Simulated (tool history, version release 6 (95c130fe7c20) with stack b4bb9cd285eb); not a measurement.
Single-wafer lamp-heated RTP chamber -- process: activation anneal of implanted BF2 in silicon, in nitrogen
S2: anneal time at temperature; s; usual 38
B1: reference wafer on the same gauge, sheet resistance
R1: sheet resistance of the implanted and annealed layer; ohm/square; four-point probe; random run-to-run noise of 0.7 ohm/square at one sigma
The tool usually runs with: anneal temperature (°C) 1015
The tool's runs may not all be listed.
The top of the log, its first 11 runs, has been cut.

{"hour": 333.6, "done": "pyrometer window cleaned and pyrometer calibrated"}
{"run": 12, "hour": 350.7, "anneal temperature (°C)": 996, "S2": 38, "B1": 407.28, "R1": 469.55}
{"run": 13, "hour": 386.6, "anneal temperature (°C)": 996, "S2": 38, "B1": 406.92, "R1": 470.47}
{"run": 14, "hour": 413.8, "anneal temperature (°C)": 996, "S2": 38, "B1": 406.86, "R1": 470.42}
{"run": 15, "hour": 441.7, "anneal temperature (°C)": 1015, "S2": 26, "B1": 406.88, "R1": 470.77}
{"run": 16, "hour": 473.5, "anneal temperature (°C)": 1015, "S2": 26, "B1": 406.81, "R1": 470.09}
{"run": 17, "hour": 509.3, "anneal temperature (°C)": 1015, "S2": 26, "B1": 406.72, "R1": 470.65}
{"hour": 534.5, "done": "reflector plate cleaned"}
{"run": 18, "hour": 542.0, "anneal temperature (°C)": 1015, "S2": 38, "B1": 407.21, "R1": 467.55}
{"run": 19, "hour": 576.9, "anneal temperature (°C)": 1007, "S2": 48, "B1": 406.93, "R1": 465.61}
{"hour": 584.8, "done": "gauge calibrated"}
{"run": 20, "hour": 607.3, "anneal temperature (°C)": 1002, "S2": 38, "B1": 407.37, "R1": 468.78}
{"run": 21, "hour": 632.5, "anneal temperature (°C)": 1015, "S2": 38, "B1": 406.97, "R1": 467.18}
{"run": 22, "hour": 667.1, "anneal temperature (°C)": 1015, "S2": 38, "B1": 407.09, "R1": 465.04}
{"run": 23, "hour": 699.2, "anneal temperature (°C)": 1023, "S2": 38, "B1": 406.93, "R1": 466.06}
{"run": 24, "hour": 722.7, "anneal temperature (°C)": 997, "S2": 17, "B1": 406.94, "R1": 476.16}
{"run": 25, "hour": 751.1, "anneal temperature (°C)": 1004, "S2": 38, "B1": 407.01, "R1": 468.27}
{"run": 26, "hour": 767.7, "anneal temperature (°C)": 1015, "S2": 38, "B1": 406.78, "R1": 467.78}
{"run": 27, "hour": 781.4, "anneal temperature (°C)": 997, "S2": 28, "B1": 407.27, "R1": 472.56}
{"run": 28, "hour": 812.5, "anneal temperature (°C)": 1004, "S2": 38, "B1": 407.08, "R1": 469.09}
{"hour": 846.7, "done": "pyrometer window cleaned and pyrometer calibrated"}
{"run": 29, "hour": 893.8, "anneal temperature (°C)": 1029, "S2": 32, "B1": 407.15, "R1": 466.66}
{"run": 30, "hour": 907.6, "anneal temperature (°C)": 1003, "S2": 58, "B1": 407.05, "R1": 463.69}
{"run": 31, "hour": 933.9, "anneal temperature (°C)": 1026, "S2": 50, "B1": 407.21, "R1": 461.56}
{"run": 32, "hour": 965.2, "anneal temperature (°C)": 1035, "S2": 44, "B1": 406.98, "R1": 462.17}
{"run": 33, "hour": 990.7, "anneal temperature (°C)": 1015, "S2": 38, "B1": 407.13, "R1": 466.07}
{"run": 34, "hour": 1009.2, "anneal temperature (°C)": 1015, "S2": 38, "B1": 407.0, "R1": 467.2}

Each row is a separate what-if for the run after 34, all from the same tool condition, not one after another. Results?
{"run": "A", "hour": 1009.6, "anneal temperature (°C)": 1015, "S2": 17, "B1": "?", "R1": "?"}
{"run": "B", "hour": 1009.6, "anneal temperature (°C)": 993, "S2": 19, "B1": "?", "R1": "?"}
{"run": "C", "hour": 1009.6, "anneal temperature (°C)": 1036, "S2": 38, "B1": "?", "R1": "?"}
{"run": "D", "hour": 1009.6, "anneal temperature (°C)": 989, "S2": 38, "B1": "?", "R1": "?"}

run=A B1=406.99 R1=473.68
run=B B1=406.99 R1=474.86
run=C B1=406.99 R1=462.46
run=D B1=406.99 R1=471.04
Stripped of hidden state, with their random variation kept, the same runs would have yielded:
run=A R1=473.68
run=B R1=474.86
run=C R1=462.46
run=D R1=471.04

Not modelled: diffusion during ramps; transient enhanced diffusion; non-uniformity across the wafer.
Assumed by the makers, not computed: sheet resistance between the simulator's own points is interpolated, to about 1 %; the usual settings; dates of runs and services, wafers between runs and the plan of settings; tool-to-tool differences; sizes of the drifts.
